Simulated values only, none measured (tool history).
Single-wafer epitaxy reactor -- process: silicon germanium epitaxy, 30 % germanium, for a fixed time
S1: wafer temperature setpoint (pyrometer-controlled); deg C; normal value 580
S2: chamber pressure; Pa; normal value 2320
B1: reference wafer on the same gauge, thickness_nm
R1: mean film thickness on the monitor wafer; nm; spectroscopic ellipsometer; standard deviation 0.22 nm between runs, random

run,hour,S1,S2,B1,R1
1,0,580,2320,41.47,39.76
2,29.1,580,2320,41.423,39.619
3,126.7,580,2320,41.502,39.312
4,142.5,580,2320,41.453,39.503
5,177.4,580,2320,41.428,39.664
6,199.5,580,2320,41.545,39.408
7,214.1,580,2320,41.484,40.135
8,248.8,580,2320,41.468,39.766
9,283.8,580,2320,41.516,40.157
10,299.1,591,2320,41.536,48.061
11,334.9,580,2320,41.513,39.391
12,348.1,580,2320,41.502,40.246
13,364.7,580,2320,41.519,39.906
# hour 390.8: gauge calibrated
14,392.3,580,2320,41.49,39.936
15,416.4,580,2320,41.468,40.349
16,428.8,580,2320,41.554,40.211
17,460.6,580,2320,41.533,40.702
18,484.7,580,1880,41.497,35.799
19,516.3,569,2040,41.49,30.815
# hour 542.7: pyrometer calibrated
20,549,580,2320,41.486,40.091
21,562,593,2826,41.55,56.218
22,577.1,594,2760,41.45,55.955
23,609.8,580,2320,41.435,40.254
# hour 625.6: showerhead replaced
24,708.1,586,2493,41.505,47.05
25,734.4,567,1920,41.46,29.14
# hour 764.4: capacitance manometer re-zeroed and calibrated
26,780.8,580,2320,41.432,38.954
27,811,567,1920,41.444,27.87
28,841.1,594,1986,41.489,44.712
29,862.5,592,1933,41.538,42.84
30,892.6,567,2026,41.507,28.724
31,914.5,580,2320,41.525,38.236
32,942.5,580,2320,41.544,38.677
33,968.1,594,2013,41.573,44.958

A few steps of R1 between consecutive runs. Split each: what settings, incoming material and random variation would produce without the hidden state, and what is left over for the hidden state, along with gauge scatter present in only one of the two compared results (measured, and without hidden state):
Unlogged tool condition in this case: wafer temperature above the value expected at the setpoint (K); true pressure above the setpoint (%); gauge reads high (%).
Run 20 -> 21: S1 580 -> 593, S2 2320 -> 2826. R1 +16.127 nm: hidden state +0.599, all else +15.528.
Run 24 -> 25: S1 586 -> 567, S2 2493 -> 1920. R1 -17.91 nm: hidden state -0.715, all else -17.195.
Run 25 -> 26: S1 567 -> 580, S2 1920 -> 2320, capacitance manometer re-zeroed and calibrated. R1 +9.814 nm: hidden state -1.325, all else +11.139.
Run 27 -> 28: S1 567 -> 594, S2 1920 -> 1986. R1 +16.842 nm: hidden state -0.032, all else +16.874.

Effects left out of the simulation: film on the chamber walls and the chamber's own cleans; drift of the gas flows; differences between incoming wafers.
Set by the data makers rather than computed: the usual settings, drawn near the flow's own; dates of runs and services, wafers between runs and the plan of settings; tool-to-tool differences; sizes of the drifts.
